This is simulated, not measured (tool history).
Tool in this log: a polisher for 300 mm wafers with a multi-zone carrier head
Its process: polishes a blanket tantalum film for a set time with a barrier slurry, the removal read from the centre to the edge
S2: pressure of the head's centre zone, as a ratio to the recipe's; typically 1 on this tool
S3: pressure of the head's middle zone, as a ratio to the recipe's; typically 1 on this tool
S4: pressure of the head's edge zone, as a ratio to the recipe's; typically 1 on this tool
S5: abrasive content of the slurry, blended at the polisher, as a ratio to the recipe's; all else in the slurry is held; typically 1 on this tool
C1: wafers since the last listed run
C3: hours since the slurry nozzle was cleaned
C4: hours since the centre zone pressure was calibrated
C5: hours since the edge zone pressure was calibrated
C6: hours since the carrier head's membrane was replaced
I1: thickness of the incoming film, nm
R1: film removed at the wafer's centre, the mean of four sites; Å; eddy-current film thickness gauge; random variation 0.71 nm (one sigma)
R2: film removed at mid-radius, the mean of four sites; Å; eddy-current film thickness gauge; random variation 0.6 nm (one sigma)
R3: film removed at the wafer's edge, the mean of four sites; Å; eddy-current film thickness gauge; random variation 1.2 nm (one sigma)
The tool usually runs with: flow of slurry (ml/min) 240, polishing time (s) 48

run 1 hour=0 | flow_of_slurry_(ml/min)=240 S2=1 S3=1 S4=1 S5=1.25 polishing_time_(s)=35 | C1=0 wafers_polished_on_this_pad=362 C3=296.9 C4=394.4 C5=42.7 C6=646.1 | I1=476.1 | R1=628 R2=639 R3=621
run 2 hour=45.2 | flow_of_slurry_(ml/min)=240 S2=1 S3=1 S4=0.95 S5=1 polishing_time_(s)=48 | C1=351 wafers_polished_on_this_pad=713 C3=342.1 C4=439.6 C5=87.9 C6=691.3 | I1=466.2 | R1=804 R2=805 R3=784
run 3 hour=121.9 | flow_of_slurry_(ml/min)=220 S2=1.04 S3=1 S4=1 S5=1 polishing_time_(s)=48 | C1=596 wafers_polished_on_this_pad=1309 C3=418.8 C4=516.3 C5=164.6 C6=768 | I1=468.7 | R1=810 R2=807 R3=818
run 4 hour=210.2 | flow_of_slurry_(ml/min)=240 S2=1 S3=1 S4=1 S5=1 polishing_time_(s)=48 | C1=686 wafers_polished_on_this_pad=1995 C3=507.1 C4=604.6 C5=252.9 C6=856.3 | I1=476.8 | R1=810 R2=816 R3=797
run 5 hour=250.3 | flow_of_slurry_(ml/min)=240 S2=1 S3=1 S4=1 S5=1.15 polishing_time_(s)=48 | C1=311 wafers_polished_on_this_pad=2307 C3=547.2 C4=644.7 C5=293 C6=896.4 | I1=475.1 | R1=827 R2=855 R3=855
run 6 hour=304.9 | flow_of_slurry_(ml/min)=180 S2=1 S3=1.04 S4=1 S5=1.2 polishing_time_(s)=48 | C1=424 wafers_polished_on_this_pad=2731 C3=601.8 C4=699.3 C5=347.6 C6=951 | I1=474.1 | R1=808 R2=854 R3=818
run 7 hour=374.3 | flow_of_slurry_(ml/min)=240 S2=0.96 S3=0.89 S4=1 S5=0.85 polishing_time_(s)=59 | C1=539 wafers_polished_on_this_pad=3271 C3=671.2 C4=768.7 C5=417 C6=1020.4 | I1=466.2 | R1=880 R2=861 R3=931
-- hour=417.1 carrier head's membrane replaced by a new one
-- hour=424.4 slurry nozzle cleaned
run 8 hour=424.9 | flow_of_slurry_(ml/min)=240 S2=1 S3=1 S4=1 S5=1 polishing_time_(s)=48 | C1=346 wafers_polished_on_this_pad=3618 C3=0.5 C4=819.3 C5=467.6 C6=7.8 | I1=473.7 | R1=786 R2=822 R3=785
run 9 hour=474.8 | flow_of_slurry_(ml/min)=240 S2=1 S3=1 S4=1 S5=1 polishing_time_(s)=48 | C1=387 wafers_polished_on_this_pad=4005 C3=50.4 C4=869.2 C5=517.5 C6=57.7 | I1=465.2 | R1=785 R2=821 R3=799
-- hour=531.9 edge zone pressure recalibrated
run 10 hour=535.6 | flow_of_slurry_(ml/min)=240 S2=1 S3=1 S4=1 S5=1 polishing_time_(s)=60 | C1=457 wafers_polished_on_this_pad=4462 C3=111.2 C4=930 C5=3.7 C6=118.5 | I1=464.3 | R1=970 R2=1010 R3=1017
-- hour=593.4 centre zone pressure recalibrated
run 11 hour=637.1 | flow_of_slurry_(ml/min)=265 S2=1 S3=1 S4=1 S5=1 polishing_time_(s)=48 | C1=773 wafers_polished_on_this_pad=5236 C3=212.7 C4=43.7 C5=105.2 C6=220 | I1=479.8 | R1=841 R2=830 R3=827
-- hour=686.3 worn pad replaced by a new one
run 12 hour=686.8 | flow_of_slurry_(ml/min)=240 S2=1 S3=1 S4=1 S5=1 polishing_time_(s)=53 | C1=355 wafers_polished_on_this_pad=3 C3=262.4 C4=93.4 C5=154.9 C6=269.7 | I1=468.1 | R1=899 R2=909 R3=886
run 13 hour=783.6 | flow_of_slurry_(ml/min)=240 S2=1.06 S3=1.07 S4=1 S5=1 polishing_time_(s)=57 | C1=752 wafers_polished_on_this_pad=756 C3=359.2 C4=190.2 C5=251.7 C6=366.5 | I1=471.6 | R1=1042 R2=1021 R3=959
run 14 hour=1011.2 | flow_of_slurry_(ml/min)=240 S2=1 S3=1 S4=1 S5=1 polishing_time_(s)=48 | C1=1768 wafers_polished_on_this_pad=2524 C3=586.8 C4=417.8 C5=479.3 C6=594.1 | I1=473.8 | R1=809 R2=810 R3=826
run 15 hour=1067.8 | flow_of_slurry_(ml/min)=240 S2=0.96 S3=1 S4=1.07 S5=1 polishing_time_(s)=48 | C1=439 wafers_polished_on_this_pad=2964 C3=643.4 C4=474.4 C5=535.9 C6=650.7 | I1=470.2 | R1=769 R2=817 R3=812
-- hour=1124.4 edge zone pressure recalibrated
run 16 hour=1125.8 | flow_of_slurry_(ml/min)=240 S2=1.07 S3=0.97 S4=1 S5=1 polishing_time_(s)=48 | C1=435 wafers_polished_on_this_pad=3400 C3=701.4 C4=532.4 C5=1.4 C6=708.7 | I1=470.4 | R1=851 R2=802 R3=798
-- hour=1228.2 slurry nozzle cleaned
run 17 hour=1228.7 | flow_of_slurry_(ml/min)=240 S2=1 S3=1.1 S4=0.93 S5=1 polishing_time_(s)=48 | C1=791 wafers_polished_on_this_pad=4192 C3=0.5 C4=635.3 C5=104.3 C6=811.6 | I1=469.5 | R1=797 R2=881 R3=797

For run 18, what comes out?
run 18 hour=1293.9 | flow_of_slurry_(ml/min)=240 S2=1 S3=1 S4=0.91 S5=1 polishing_time_(s)=60 | C1=506 wafers_polished_on_this_pad=4698 C3=65.7 C4=700.5 C5=169.5 C6=876.8 | I1=479.7 | R1=? R2=? R3=?

R1: 994 Å
R2: 1011 Å
R3: 942 Å
Minus the tool's unlogged condition, the same run would have read R1 1032 Å, R2 1011 Å, R3 942 Å.
